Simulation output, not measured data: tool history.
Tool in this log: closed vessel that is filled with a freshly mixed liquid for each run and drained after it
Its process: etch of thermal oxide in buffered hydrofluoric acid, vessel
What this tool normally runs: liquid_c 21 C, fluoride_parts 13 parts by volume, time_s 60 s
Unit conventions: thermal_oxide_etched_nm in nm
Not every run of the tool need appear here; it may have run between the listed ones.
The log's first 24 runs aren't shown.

| run | hour | liquid_c | fluoride_parts | time_s | wafers since the last listed run | hours since the thermometer was replaced | hours since the hydrofluoric acid flow meter was replaced | hours since the gauge calibration | read-back film thickness of the thermal oxide reference wafer, read on the same gauge (nm) | thermal_oxide_etched_nm |
|---|---|---|---|---|---|---|---|---|---|---|
| 25 | 774 | 18.5 | 13 | 60 | 3352 | 244.1 | 283.1 | 193.1 | 140 | 42.06 |
| 26 | 797.6 | 21 | 17.5 | 40 | 1572 | 267.7 | 306.7 | 216.7 | 139.96 | 23.91 |
| 27 | 818.8 | 17 | 11.5 | 75 | 1412 | 288.9 | 327.9 | 237.9 | 140.01 | 54.53 |
| 28 | 838.8 | 21 | 13 | 60 | 1332 | 308.9 | 347.9 | 257.9 | 139.97 | 48.13 |
| 29 | 937.4 | 21 | 9.5 | 75 | 6571 | 407.5 | 446.5 | 356.5 | 139.99 | 80.31 |
| 30 | 953.8 | 25 | 15 | 60 | 1092 | 423.9 | 462.9 | 372.9 | 140.01 | 52.15 |
| 31 | 976.7 | 21 | 13 | 60 | 1526 | 446.8 | 485.8 | 395.8 | 139.96 | 48.35 |
| 32 | 1007.9 | 17 | 17.5 | 60 | 2079 | 478 | 517 | 427 | 139.98 | 28.52 |
| 33 | 1022.8 | 22.5 | 10.5 | 85 | 992 | 492.9 | 531.9 | 441.9 | 140.03 | 91.33 |

Estimate the outcome of run 34 from the log above:
| 34 | 1043.1 | 18 | 9 | 60 | 1352 | 513.2 | 552.2 | 462.2 | ? | ? |

{"run 34": {"read-back film thickness of the thermal oxide reference wafer, read on the same gauge (nm)": 139.99, "thermal_oxide_etched_nm": 56.44}}
With the hidden condition absent and the run-to-run variation left alone, this run would have shown thermal_oxide_etched_nm 56.57 nm.
